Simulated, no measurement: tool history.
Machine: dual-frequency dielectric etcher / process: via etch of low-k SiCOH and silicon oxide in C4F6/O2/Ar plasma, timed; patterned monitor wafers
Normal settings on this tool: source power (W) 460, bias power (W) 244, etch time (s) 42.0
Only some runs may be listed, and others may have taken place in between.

run,hour,source power (W),bias power (W),etch time (s),"read-back reference wafer on the same gauge, depth_nm",mean etch depth across the wafer (nm)
1,0.0,460,199,42.0,140.0,112.1
2,46.2,460,199,42.0,140.1,111.6
3,93.2,460,199,42.0,140.0,111.7
4,146.9,460,285,42.0,139.9,134.9
5,217.3,460,285,42.0,140.1,134.5
6,257.1,460,285,42.0,140.0,134.5
7,297.0,460,244,42.0,140.0,124.3
8,359.1,460,244,42.0,139.9,123.8
9,414.6,460,290,34.0,140.0,109.3
# hour 455.3: wet clean of the chamber
10,472.3,460,290,34.0,140.0,109.9
# hour 498.5: source power generator calibrated
11,515.9,460,290,34.0,140.0,109.9
12,586.4,430,244,32.5,140.1,94.3
# hour 618.3: bias power generator calibrated
13,651.0,400,217,54.5,140.0,150.1
# hour 680.6: gauge calibrated
14,685.5,520,262,35.5,140.0,115.5
15,729.2,460,290,34.0,139.9,113.2
16,778.4,460,300,30.5,140.1,102.9
# hour 830.3: upper electrode replaced
17,848.7,460,199,42.0,140.0,114.0
18,883.1,560,244,52.5,140.0,167.7
19,955.0,420,199,42.0,140.0,110.8
# hour 1022.5: wet clean of the chamber
20,1023.0,570,223,29.5,140.0,91.1
21,1053.6,460,244,42.0,140.0,128.1
22,1101.4,390,244,49.0,140.1,143.3
23,1165.7,500,268,49.5,140.0,161.6
24,1234.6,380,266,51.5,140.0,156.1
25,1274.0,460,213,42.0,140.0,118.5

For each run, what was the tool's unlogged condition?
source power that arrives over what is set, %: 0 on each run
gauge reads high (%): 0 on each run
H1: etch rate over this chamber's usual, %
H2: bias power that arrives over what is set, %
run,H1,H2
1,-0.273,-3.57
2,-0.346,-3.67
3,-0.42,-3.78
4,-0.505,-3.91
5,-0.616,-4.08
6,-0.679,-4.17
7,-0.742,-4.27
8,-0.84,-4.42
9,-0.928,-4.56
10,-0.022,-4.71
11,-0.0909,-4.83
12,-0.202,-5.01
13,-0.304,0.433
14,-0.359,0.432
15,-0.428,0.429
16,-0.506,0.425
17,-0.617,0.415
18,-0.671,0.41
19,-0.785,0.395
20,-0.132,0.378
21,-0.181,0.37
22,-0.256,0.355
23,-0.358,0.333
24,-0.467,0.306
25,-0.529,0.289
